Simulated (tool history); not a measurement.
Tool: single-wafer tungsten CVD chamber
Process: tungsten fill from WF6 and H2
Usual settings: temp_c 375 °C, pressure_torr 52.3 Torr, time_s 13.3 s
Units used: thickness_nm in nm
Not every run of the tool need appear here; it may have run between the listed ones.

run	hour	temp_c	pressure_torr	time_s	wafers since the last listed run	hours since the last thermocouple change	hours since the last manometer calibration	hours since the showerhead was replaced	hours since the gauge calibration	read-back reference wafer on the same gauge, thickness_nm	thickness_nm
1	0.0	375	49.6	13.3	0	1339.0	2178.7	5779.4	29.9	31.379	33.344
2	16.6	385	52.3	13.3	764	1355.6	2195.3	5796.0	46.5	31.420	40.349
3	28.8	385	52.3	13.3	561	1367.8	2207.5	5808.2	58.7	31.370	40.431
4	40.0	385	52.3	13.3	515	1379.0	2218.7	5819.4	69.9	31.424	40.330
5	56.9	385	60.0	13.3	778	1395.9	2235.6	5836.3	86.8	31.390	42.412
6	63.8	385	60.0	13.3	317	1402.8	2242.5	5843.2	93.7	31.412	42.580
# hour 78.8: thermocouple changed; heater temperature recalibrated
# hour 86.0: showerhead replaced, of another model than before
# hour 87.6: capacitance manometer re-zeroed and calibrated
7	88.1	385	60.0	13.3	345	9.3	0.5	2.1	118.0	31.392	37.497
8	90.8	368	60.9	13.3	124	12.0	3.2	4.8	120.7	31.405	27.497
9	106.0	362	61.2	15.3	700	27.2	18.4	20.0	135.9	31.403	28.459
10	119.4	375	41.2	11.5	617	40.6	31.8	33.4	149.3	31.400	25.062
11	127.7	366	52.3	11.5	382	48.9	40.1	41.7	157.6	31.358	22.304
12	143.4	390	40.2	15.3	723	64.6	55.8	57.4	173.3	31.379	43.467
13	155.0	375	52.3	13.3	534	76.2	67.4	69.0	184.9	31.412	30.710
14	172.2	375	47.3	13.3	792	93.4	84.6	86.2	202.1	31.430	30.154
# hour 173.7: gauge calibrated
15	179.8	364	52.3	15.8	350	101.0	92.2	93.8	6.1	31.416	30.083
16	194.1	375	41.2	11.5	658	115.3	106.5	108.1	20.4	31.366	25.435
17	228.3	390	43.2	15.8	1575	149.5	140.7	142.3	54.6	31.395	46.316

Branching from run 17: 3 alternative next runs. What would each branch give?
A	228.7	375	39.8	13.3	18	149.9	141.1	142.7	55.0	?	?
B	228.7	385	41.2	11.3	18	149.9	141.1	142.7	55.0	?	?
C	228.7	375	46.9	15.3	18	149.9	141.1	142.7	55.0	?	?

run	read-back reference wafer on the same gauge, thickness_nm	thickness_nm
A	31.398	29.446
B	31.398	30.067
C	31.398	35.068
Without the tool's unlogged condition, the same runs would have read:
run	thickness_nm
A	28.461
B	29.100
C	33.895

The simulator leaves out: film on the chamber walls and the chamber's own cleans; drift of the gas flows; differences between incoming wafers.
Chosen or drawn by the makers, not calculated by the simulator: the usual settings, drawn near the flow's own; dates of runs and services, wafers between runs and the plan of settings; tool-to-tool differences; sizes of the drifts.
